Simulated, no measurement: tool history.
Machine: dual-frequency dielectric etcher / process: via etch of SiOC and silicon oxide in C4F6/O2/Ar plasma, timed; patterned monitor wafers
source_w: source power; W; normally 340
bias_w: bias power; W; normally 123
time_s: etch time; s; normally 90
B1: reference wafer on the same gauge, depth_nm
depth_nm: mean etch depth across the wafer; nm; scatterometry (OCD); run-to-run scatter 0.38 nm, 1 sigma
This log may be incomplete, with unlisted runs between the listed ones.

Run 1, day 0: usual settings but bias_w 114 W; B1 115.1. Result: depth_nm 99.7 nm.
Run 2, day 0.675: usual settings; B1 114.9. Result: depth_nm 102 nm.
Run 3, day 1.171: usual settings; B1 115. Result: depth_nm 101.8 nm.
Run 4, day 1.775: usual settings; B1 114.8. Result: depth_nm 102 nm.
Run 5, day 2.275: usual settings but bias_w 109 W; B1 115.1. Result: depth_nm 100.7 nm.
Run 6, day 2.8: usual settings; B1 115. Result: depth_nm 103 nm.
Run 7, day 3.175: usual settings; B1 115. Result: depth_nm 102.6 nm.
Run 8, day 3.762: usual settings; B1 115. Result: depth_nm 102.2 nm.
Run 9, day 4.079: usual settings; B1 115.1. Result: depth_nm 102.8 nm.
Run 10, day 4.646: usual settings; B1 115.2. Result: depth_nm 102.7 nm.
Run 11, day 5.112: usual settings; B1 115. Result: depth_nm 103 nm.
Run 12, day 5.675: usual settings; B1 114.9. Result: depth_nm 103.3 nm.
Run 13, day 6.033: usual settings; B1 115. Result: depth_nm 102.5 nm.
Run 14, day 7.354: usual settings; B1 115.2. Result: depth_nm 101 nm.
Run 15, day 7.367: usual settings; B1 115.2. Result: depth_nm 100.2 nm.
Run 16, day 7.542: usual settings but source_w 280 W; B1 114.9. Result: depth_nm 89.1 nm.
Run 17, day 8.242: usual settings but time_s 103.5 s; B1 114.9. Result: depth_nm 115.9 nm.
Run 18, day 8.871: usual settings but source_w 370 W, bias_w 138 W; B1 115.1. Result: depth_nm 108.6 nm.
Run 19, day 9.442: usual settings but source_w 410 W; B1 114.8. Result: depth_nm 111.6 nm.
Run 20, day 9.725: usual settings but source_w 320 W, bias_w 112 W, time_s 101.5 s; B1 115.1. Result: depth_nm 107.3 nm.
Run 21, day 10.371: usual settings but source_w 300 W, bias_w 147 W, time_s 109.5 s; B1 114.8. Result: depth_nm 119.3 nm.
Run 22, day 11.642: usual settings but time_s 108 s; B1 115.1. Result: depth_nm 121.9 nm.
Run 23, day 12.983: usual settings but bias_w 151 W, time_s 78.5 s; B1 115. Result: depth_nm 93.6 nm.
Run 24, day 13.475: usual settings but source_w 270 W, bias_w 144 W; B1 115.2. Result: depth_nm 92.3 nm.
Run 25, day 13.95: usual settings but source_w 260 W, bias_w 145 W, time_s 102.5 s; B1 115. Result: depth_nm 101.5 nm.
Run 26, day 14.621: usual settings; B1 115. Result: depth_nm 102 nm.
Run 27, day 15.354: usual settings but source_w 360 W; B1 114.9. Result: depth_nm 106.2 nm.
Run 28, day 15.638: usual settings but source_w 290 W; B1 115.2. Result: depth_nm 92.7 nm.
Run 29, day 16.042: usual settings but bias_w 151 W; B1 115.1. Result: depth_nm 108.5 nm.
Run 30, day 16.525: usual settings but time_s 113.5 s; B1 114.8. Result: depth_nm 129.9 nm.
Run 31, day 16.967: usual settings; B1 114.9. Result: depth_nm 103.4 nm.

Withheld: 6 entries from between the runs. Position of each, and hidden state at the listed run before versus the listed run after:
Between runs 11 and 12: gauge calibrated (day 5.662)
  etch rate over this chamber's usual, %: 3.03 -> 3.18
  measured value less the no-hidden-state value, depth_nm: +3 -> +3.2 nm
Between runs 13 and 14: wet clean of the chamber (day 7.333)
  etch rate over this chamber's usual, %: 3.27 -> 0.347
  measured value less the no-hidden-state value, depth_nm: +3.2 -> +0.4 nm
Between runs 18 and 19: bias power generator calibrated (day 9.079)
  etch rate over this chamber's usual, %: 0.743 -> 0.893
  measured value less the no-hidden-state value, depth_nm: +0.8 -> +1 nm
Between runs 21 and 22: upper electrode replaced (day 11.433); source power generator calibrated (day 11.621)
  etch rate over this chamber's usual, %: 1.14 -> 1.47
  measured value less the no-hidden-state value, depth_nm: +1.3 -> +1.8 nm
Between runs 26 and 27: gauge calibrated (day 15.258)
  etch rate over this chamber's usual, %: 2.25 -> 2.44
  measured value less the no-hidden-state value, depth_nm: +2.3 -> +2.6 nm
